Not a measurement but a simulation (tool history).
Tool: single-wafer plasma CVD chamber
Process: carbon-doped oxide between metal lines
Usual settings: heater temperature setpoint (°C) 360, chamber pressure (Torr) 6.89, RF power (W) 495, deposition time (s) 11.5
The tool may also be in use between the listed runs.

run	hour	heater temperature setpoint (°C)	chamber pressure (Torr)	RF power (W)	deposition time (s)	wafers since the last listed run	hours since the last thermocouple change	hours since the last RF generator calibration	hours since the last manometer calibration	hours since the showerhead was replaced	hours since the gauge calibration	read-back reference wafer on the same gauge, thickness_nm	mean film thickness on the monitor wafer (Å)
1	0	360	6.89	495	11.5	0	1015.4	954.7	1533.3	7232.9	203.8	61.155	526.8
2	35.3	360	6.89	495	11.5	751	1050.7	990	1568.6	7268.2	239.1	61.04	529.36
3	64.9	360	6.89	495	11.5	630	1080.3	1019.6	1598.2	7297.8	268.7	61.387	520.95
4	83.9	360	6.89	495	11.5	404	1099.3	1038.6	1617.2	7316.8	287.7	61.285	523.41
5	103.4	360	6.89	495	11.5	415	1118.8	1058.1	1636.7	7336.3	307.2	61.026	525.37
6	130.2	364	6.89	495	11.5	570	1145.6	1084.9	1663.5	7363.1	334	61.209	520.18
7	156.5	364	6.89	495	11.5	559	1171.9	1111.2	1689.8	7389.4	360.3	61.143	521.05
8	172.3	360	6.89	495	12.4	336	1187.7	1127	1705.6	7405.2	376.1	61.137	566.4
# hour 184.5: gauge calibrated
# hour 188.1: RF generator calibrated
9	197	360	6.89	495	12.4	355	1212.4	8.9	1730.3	7429.9	12.5	61.231	596.05
10	220.7	360	6.89	495	12.4	504	1236.1	32.6	1754	7453.6	36.2	61.204	600.8
11	239.8	360	6.89	495	9.9	406	1255.2	51.7	1773.1	7472.7	55.3	61.19	474.99
12	274	360	6.89	495	11.5	728	1289.4	85.9	1807.3	7506.9	89.5	61.223	548.36
13	290.7	360	6.89	495	11.5	355	1306.1	102.6	1824	7523.6	106.2	61.209	546.67
# hour 317.7: capacitance manometer re-zeroed and calibrated
14	324.8	365	6.89	555	10.9	555	1340.2	136.7	7.1	7557.7	140.3	61.157	546.52
15	344.4	360	8.14	495	11.5	417	1359.8	156.3	26.7	7577.3	159.9	61.299	553.87
16	359.2	360	6.89	495	11.5	315	1374.6	171.1	41.5	7592.1	174.7	61.181	539.99
# hour 377.6: thermocouple changed; heater temperature recalibrated
# hour 393.7: showerhead replaced
17	394.2	360	6.89	525	10	404	16.6	206.1	76.5	0.5	209.7	61.122	488.06
18	410.4	360	5.45	400	13.6	344	32.8	222.3	92.7	16.7	225.9	61.105	519.18
19	436.4	360	6.89	565	10	553	58.8	248.3	118.7	42.7	251.9	61.184	508.4
20	460.3	360	6.89	495	12.7	508	82.7	272.2	142.6	66.6	275.8	61.206	597.53
21	495.9	372	6.89	420	11.5	757	118.3	307.8	178.2	102.2	311.4	61.202	466.88
22	511.1	360	6.89	495	9.6	323	133.5	323	193.4	117.4	326.6	61.195	451.02
23	545.3	360	6.89	495	9.9	728	167.7	357.2	227.6	151.6	360.8	61.333	464.14

Forecast each of these 3 alternatives for the next run:
A	545.7	348	6.89	495	11.5	8	168.1	357.6	228	152	361.2	?	?
B	545.7	352	6.89	495	11.5	8	168.1	357.6	228	152	361.2	?	?
C	545.7	360	7.75	495	11.5	8	168.1	357.6	228	152	361.2	?	?

run	read-back reference wafer on the same gauge, thickness_nm	mean film thickness on the monitor wafer (Å)
A	61.218	551.02
B	61.218	545.03
C	61.218	540.18
Without the tool's hidden state the same runs would have given:
run	mean film thickness on the monitor wafer (Å)
A	569.35
B	563.16
C	558.16
